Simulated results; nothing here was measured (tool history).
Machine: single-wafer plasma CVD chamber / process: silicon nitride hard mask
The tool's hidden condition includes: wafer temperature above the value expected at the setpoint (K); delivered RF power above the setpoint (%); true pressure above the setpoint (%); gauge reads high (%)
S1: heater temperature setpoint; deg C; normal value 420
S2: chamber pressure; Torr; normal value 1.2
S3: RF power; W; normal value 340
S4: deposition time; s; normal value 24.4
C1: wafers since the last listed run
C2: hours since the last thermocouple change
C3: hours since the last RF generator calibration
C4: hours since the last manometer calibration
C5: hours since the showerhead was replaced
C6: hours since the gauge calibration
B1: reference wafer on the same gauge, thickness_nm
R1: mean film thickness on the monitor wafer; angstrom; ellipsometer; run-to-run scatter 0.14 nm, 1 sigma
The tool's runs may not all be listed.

{"run": 1, "hour": 0.0, "S1": 420, "S2": 1.2, "S3": 320, "S4": 24.4, "C1": 0, "C2": 394.8, "C3": 433, "C4": 734.4, "C5": 3346.4, "C6": 358.8, "B1": 32.277, "R1": 261.27}
{"run": 2, "hour": 54.4, "S1": 430, "S2": 1.2, "S3": 385, "S4": 24.4, "C1": 1009, "C2": 449.2, "C3": 487.4, "C4": 788.8, "C5": 3400.8, "C6": 413.2, "B1": 32.31, "R1": 296.97}
{"run": 3, "hour": 127.5, "S1": 430, "S2": 1.2, "S3": 385, "S4": 24.4, "C1": 1356, "C2": 522.3, "C3": 560.5, "C4": 861.9, "C5": 3473.9, "C6": 486.3, "B1": 32.314, "R1": 296.23}
{"run": 4, "hour": 228.2, "S1": 420, "S2": 1.13, "S3": 340, "S4": 24.4, "C1": 1868, "C2": 623, "C3": 661.2, "C4": 962.6, "C5": 3574.6, "C6": 587, "B1": 32.318, "R1": 267.37}
{"run": 5, "hour": 304.4, "S1": 420, "S2": 1.13, "S3": 340, "S4": 24.4, "C1": 1413, "C2": 699.2, "C3": 737.4, "C4": 1038.8, "C5": 3650.8, "C6": 663.2, "B1": 32.316, "R1": 268.27}
{"run": 6, "hour": 373.0, "S1": 420, "S2": 1.2, "S3": 355, "S4": 24.4, "C1": 1272, "C2": 767.8, "C3": 806, "C4": 1107.4, "C5": 3719.4, "C6": 731.8, "B1": 32.308, "R1": 277.06}
{"run": 7, "hour": 441.6, "S1": 420, "S2": 1.2, "S3": 355, "S4": 24.4, "C1": 1272, "C2": 836.4, "C3": 874.6, "C4": 1176, "C5": 3788, "C6": 800.4, "B1": 32.299, "R1": 274.02}
{"run": 8, "hour": 478.7, "S1": 420, "S2": 1.2, "S3": 340, "S4": 22.3, "C1": 688, "C2": 873.5, "C3": 911.7, "C4": 1213.1, "C5": 3825.1, "C6": 837.5, "B1": 32.296, "R1": 243.95}
{"run": 9, "hour": 547.0, "S1": 420, "S2": 1.2, "S3": 340, "S4": 22.3, "C1": 1267, "C2": 941.8, "C3": 980, "C4": 1281.4, "C5": 3893.4, "C6": 905.8, "B1": 32.313, "R1": 241.47}
{"hour": 582.3, "done": "thermocouple changed; heater temperature recalibrated"}
{"hour": 632.2, "done": "RF generator calibrated"}
{"run": 10, "hour": 646.1, "S1": 423, "S2": 1.2, "S3": 340, "S4": 24.4, "C1": 1541, "C2": 63.8, "C3": 13.9, "C4": 1380.5, "C5": 3992.5, "C6": 1004.9, "B1": 32.268, "R1": 251.71}
{"run": 11, "hour": 704.0, "S1": 423, "S2": 1.2, "S3": 340, "S4": 24.4, "C1": 1074, "C2": 121.7, "C3": 71.8, "C4": 1438.4, "C5": 4050.4, "C6": 1062.8, "B1": 32.288, "R1": 251.95}
{"run": 12, "hour": 800.3, "S1": 407, "S2": 1.32, "S3": 375, "S4": 24.4, "C1": 1786, "C2": 218, "C3": 168.1, "C4": 1534.7, "C5": 4146.7, "C6": 1159.1, "B1": 32.29, "R1": 279.31}
{"hour": 827.4, "done": "RF generator calibrated, repeated, since the last time left the tool worse"}
{"run": 13, "hour": 898.1, "S1": 420, "S2": 1.2, "S3": 340, "S4": 24.4, "C1": 1665, "C2": 315.8, "C3": 70.7, "C4": 1632.5, "C5": 4244.5, "C6": 1256.9, "B1": 32.28, "R1": 276.14}
{"run": 14, "hour": 973.9, "S1": 432, "S2": 1.41, "S3": 270, "S4": 24.4, "C1": 1406, "C2": 391.6, "C3": 146.5, "C4": 1708.3, "C5": 4320.3, "C6": 1332.7, "B1": 32.274, "R1": 234.01}
{"hour": 990.4, "done": "showerhead replaced"}
{"hour": 1011.5, "done": "gauge calibrated"}
{"run": 15, "hour": 1055.6, "S1": 420, "S2": 1.2, "S3": 340, "S4": 22.8, "C1": 1367, "C2": 473.3, "C3": 228.2, "C4": 1790, "C5": 65.2, "C6": 44.1, "B1": 32.311, "R1": 255.18}
{"hour": 1098.2, "done": "capacitance manometer re-zeroed and calibrated"}
{"run": 16, "hour": 1098.7, "S1": 424, "S2": 1.2, "S3": 275, "S4": 24.4, "C1": 651, "C2": 516.4, "C3": 271.3, "C4": 0.5, "C5": 108.3, "C6": 87.2, "B1": 32.31, "R1": 230.38}
{"run": 17, "hour": 1194.7, "S1": 420, "S2": 1.2, "S3": 305, "S4": 24.4, "C1": 1780, "C2": 612.4, "C3": 367.3, "C4": 96.5, "C5": 204.3, "C6": 183.2, "B1": 32.291, "R1": 250.87}
{"run": 18, "hour": 1236.4, "S1": 416, "S2": 1.2, "S3": 370, "S4": 24.4, "C1": 773, "C2": 654.1, "C3": 409, "C4": 138.2, "C5": 246, "C6": 224.9, "B1": 32.293, "R1": 291.47}
{"run": 19, "hour": 1317.8, "S1": 409, "S2": 1.3, "S3": 305, "S4": 23.2, "C1": 1510, "C2": 735.5, "C3": 490.4, "C4": 219.6, "C5": 327.4, "C6": 306.3, "B1": 32.32, "R1": 243.86}
{"run": 20, "hour": 1364.7, "S1": 420, "S2": 1.2, "S3": 280, "S4": 24.4, "C1": 870, "C2": 782.4, "C3": 537.3, "C4": 266.5, "C5": 374.3, "C6": 353.2, "B1": 32.306, "R1": 233.3}
{"run": 21, "hour": 1456.4, "S1": 420, "S2": 1.49, "S3": 290, "S4": 20.4, "C1": 1701, "C2": 874.1, "C3": 629, "C4": 358.2, "C5": 466, "C6": 444.9, "B1": 32.295, "R1": 207.36}
{"run": 22, "hour": 1538.7, "S1": 420, "S2": 1.2, "S3": 340, "S4": 24.4, "C1": 1526, "C2": 956.4, "C3": 711.3, "C4": 440.5, "C5": 548.3, "C6": 527.2, "B1": 32.315, "R1": 271.07}

Below, each run's measurement less what the same run would have read without the hidden state. Both values contain the same run-to-run variation, but the gauge's scatter may not be the same in both:
run=1 R1=-2.18
run=2 R1=-2.76
run=3 R1=-3.55
run=4 R1=-4.47
run=5 R1=-5.53
run=6 R1=-6.75
run=7 R1=-7.82
run=8 R1=-7.7
run=9 R1=-8.83
run=10 R1=-22.14
run=11 R1=-22.22
run=12 R1=-23.98
run=13 R1=-0.74
run=14 R1=-0.85
run=15 R1=-1.09
run=16 R1=-1.29
run=17 R1=-1.93
run=18 R1=-2.4
run=19 R1=-2.85
run=20 R1=-3.28
run=21 R1=-3.64
run=22 R1=-5.49
